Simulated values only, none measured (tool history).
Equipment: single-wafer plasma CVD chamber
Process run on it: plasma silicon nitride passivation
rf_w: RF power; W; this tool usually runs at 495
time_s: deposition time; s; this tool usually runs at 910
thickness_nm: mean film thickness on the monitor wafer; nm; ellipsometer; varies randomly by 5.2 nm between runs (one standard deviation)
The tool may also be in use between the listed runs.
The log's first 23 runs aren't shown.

| run | day | rf_w | time_s | wafers since the last listed run | hours since the last RF generator calibration | hours since the showerhead was replaced | hours since the gauge calibration | read-back reference wafer on the same gauge, thickness_nm | thickness_nm |
|---|---|---|---|---|---|---|---|---|---|
| 24 | 83.129 | 495 | 1061 | 225 | 755.8 | 8131 | 753.2 | 1238.297 | 1447.009 |
|  | 86.504 | showerhead replaced |
|  | 86.742 | RF generator calibrated |
| 25 | 87.05 | 425 | 910 | 179 | 7.4 | 13.1 | 847.3 | 1240.365 | 1200.124 |
| 26 | 88.717 | 495 | 910 | 89 | 47.4 | 53.1 | 887.3 | 1240.9 | 1275.45 |
| 27 | 91.579 | 585 | 750 | 153 | 116.1 | 121.8 | 956 | 1237.958 | 1100.949 |
| 28 | 94.2 | 545 | 910 | 140 | 179 | 184.7 | 1018.9 | 1241.532 | 1303.221 |
| 29 | 98.067 | 550 | 1087 | 207 | 271.8 | 277.5 | 1111.7 | 1241.449 | 1562.973 |
| 30 | 102.258 | 495 | 769 | 224 | 372.4 | 378.1 | 1212.3 | 1241.613 | 1060.246 |
| 31 | 106.708 | 425 | 848 | 238 | 479.2 | 484.9 | 1319.1 | 1240.961 | 1102.541 |
| 32 | 110.796 | 495 | 1020 | 219 | 577.3 | 583 | 1417.2 | 1242.053 | 1387.777 |
| 33 | 112.467 | 425 | 1088 | 89 | 617.4 | 623.1 | 1457.3 | 1241.052 | 1409.274 |
| 34 | 114.383 | 435 | 729 | 102 | 663.4 | 669.1 | 1503.3 | 1241.015 | 948.453 |
| 35 | 116.808 | 495 | 910 | 129 | 721.6 | 727.3 | 1561.5 | 1239.092 | 1238.448 |
| 36 | 120.146 | 495 | 910 | 178 | 801.7 | 807.4 | 1641.6 | 1240.108 | 1250.048 |

Forecast each of these 3 alternatives for the next run:
| A | 120.175 | 555 | 910 | 1 | 802.4 | 808.1 | 1642.3 | ? | ? |
| B | 120.175 | 495 | 1059 | 1 | 802.4 | 808.1 | 1642.3 | ? | ? |
| C | 120.175 | 460 | 765 | 1 | 802.4 | 808.1 | 1642.3 | ? | ? |

| run | read-back reference wafer on the same gauge, thickness_nm | thickness_nm |
|---|---|---|
| A | 1239.416 | 1281.888 |
| B | 1239.416 | 1436.237 |
| C | 1239.416 | 1012.324 |
Take away the tool's hidden state, keep each run's random variation, and the runs would have read:
| run | thickness_nm |
|---|---|
| A | 1311.735 |
| B | 1469.678 |
| C | 1035.894 |
